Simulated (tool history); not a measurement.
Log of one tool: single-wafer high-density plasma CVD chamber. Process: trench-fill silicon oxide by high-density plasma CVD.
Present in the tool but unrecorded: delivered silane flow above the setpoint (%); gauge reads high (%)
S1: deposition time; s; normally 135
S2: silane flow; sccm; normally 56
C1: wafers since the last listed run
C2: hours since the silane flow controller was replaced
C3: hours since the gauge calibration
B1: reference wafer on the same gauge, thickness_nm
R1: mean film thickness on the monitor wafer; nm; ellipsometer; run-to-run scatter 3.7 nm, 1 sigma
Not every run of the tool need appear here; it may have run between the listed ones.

| run | hour | S1 | S2 | C1 | C2 | C3 | B1 | R1 |
|---|---|---|---|---|---|---|---|---|
| 1 | 0.0 | 135 | 56 | 0 | 4251.5 | 354.1 | 1005.913 | 864.759 |
| 2 | 26.9 | 135 | 56 | 298 | 4278.4 | 381.0 | 1005.116 | 854.440 |
| 3 | 56.2 | 135 | 60 | 325 | 4307.7 | 410.3 | 1005.777 | 917.452 |
| 4 | 74.8 | 135 | 60 | 206 | 4326.3 | 428.9 | 1005.471 | 914.078 |
| 5 | 99.3 | 135 | 56 | 272 | 4350.8 | 453.4 | 1005.434 | 861.994 |
| 6 | 116.4 | 135 | 49 | 189 | 4367.9 | 470.5 | 1004.746 | 764.913 |
| 7 | 139.2 | 135 | 49 | 253 | 4390.7 | 493.3 | 1005.521 | 775.338 |
| 8 | 166.0 | 135 | 56 | 297 | 4417.5 | 520.1 | 1005.750 | 869.595 |
| 9 | 200.2 | 146 | 56 | 379 | 4451.7 | 554.3 | 1006.910 | 924.789 |
| 10 | 213.5 | 146 | 56 | 147 | 4465.0 | 567.6 | 1005.550 | 936.532 |
| 11 | 228.8 | 125 | 56 | 169 | 4480.3 | 582.9 | 1006.447 | 800.278 |
| 12 | 245.6 | 125 | 56 | 186 | 4497.1 | 599.7 | 1005.485 | 801.896 |
| 13 | 272.8 | 125 | 56 | 302 | 4524.3 | 626.9 | 1006.812 | 794.019 |
| 14 | 303.2 | 135 | 56 | 337 | 4554.7 | 657.3 | 1007.752 | 863.416 |
| 15 | 322.5 | 135 | 56 | 214 | 4574.0 | 676.6 | 1006.373 | 867.565 |
| 16 | 349.1 | 135 | 56 | 295 | 4600.6 | 703.2 | 1006.274 | 862.300 |
| 17 | 384.4 | 135 | 56 | 392 | 4635.9 | 738.5 | 1006.565 | 869.061 |
| 18 | 406.5 | 135 | 56 | 245 | 4658.0 | 760.6 | 1007.127 | 864.575 |
| 19 | 438.0 | 135 | 53 | 349 | 4689.5 | 792.1 | 1006.452 | 822.806 |
| 20 | 472.9 | 115 | 50 | 387 | 4724.4 | 827.0 | 1006.625 | 666.541 |
| 21 | 492.1 | 135 | 62 | 213 | 4743.6 | 846.2 | 1006.728 | 935.805 |
| 22 | 514.6 | 145 | 66 | 249 | 4766.1 | 868.7 | 1006.627 | 1071.194 |
| 23 | 531.9 | 135 | 56 | 192 | 4783.4 | 886.0 | 1006.045 | 858.522 |
|  | 562.3 | gauge calibrated |
| 24 | 566.7 | 157 | 48 | 386 | 4818.2 | 4.4 | 1006.065 | 885.764 |
| 25 | 579.2 | 118 | 56 | 138 | 4830.7 | 16.9 | 1006.477 | 749.994 |
| 26 | 605.7 | 117 | 46 | 294 | 4857.2 | 43.4 | 1006.077 | 631.841 |
|  | 622.8 | silane flow controller replaced |
| 27 | 623.3 | 145 | 56 | 106 | 0.5 | 61.0 | 1006.561 | 924.601 |
| 28 | 641.0 | 112 | 56 | 196 | 18.2 | 78.7 | 1005.824 | 715.851 |
| 29 | 659.3 | 135 | 56 | 203 | 36.5 | 97.0 | 1006.663 | 860.515 |
| 30 | 682.0 | 157 | 48 | 252 | 59.2 | 119.7 | 1005.710 | 884.620 |
| 31 | 713.7 | 116 | 65 | 352 | 90.9 | 151.4 | 1006.368 | 831.928 |
| 32 | 727.0 | 157 | 45 | 147 | 104.2 | 164.7 | 1005.113 | 839.328 |
| 33 | 754.3 | 135 | 52 | 303 | 131.5 | 192.0 | 1005.719 | 806.777 |
| 34 | 769.3 | 135 | 56 | 166 | 146.5 | 207.0 | 1006.142 | 865.008 |
| 35 | 784.2 | 125 | 49 | 165 | 161.4 | 221.9 | 1006.858 | 717.417 |
| 36 | 815.1 | 122 | 53 | 343 | 192.3 | 252.8 | 1004.373 | 747.188 |

4 options for the next run, each taken on its own from the tool as it stands now. Forecast them:
| A | 815.5 | 154 | 56 | 4 | 192.7 | 253.2 | ? | ? |
| B | 815.5 | 158 | 47 | 4 | 192.7 | 253.2 | ? | ? |
| C | 815.5 | 146 | 52 | 4 | 192.7 | 253.2 | ? | ? |
| D | 815.5 | 125 | 65 | 4 | 192.7 | 253.2 | ? | ? |

| run | B1 | R1 |
|---|---|---|
| A | 1006.218 | 982.052 |
| B | 1006.218 | 872.926 |
| C | 1006.218 | 875.744 |
| D | 1006.218 | 903.634 |
With the hidden condition removed and each run's random variation left untouched, the same runs would have given:
| run | R1 |
|---|---|
| A | 982.052 |
| B | 872.926 |
| C | 875.744 |
| D | 903.634 |
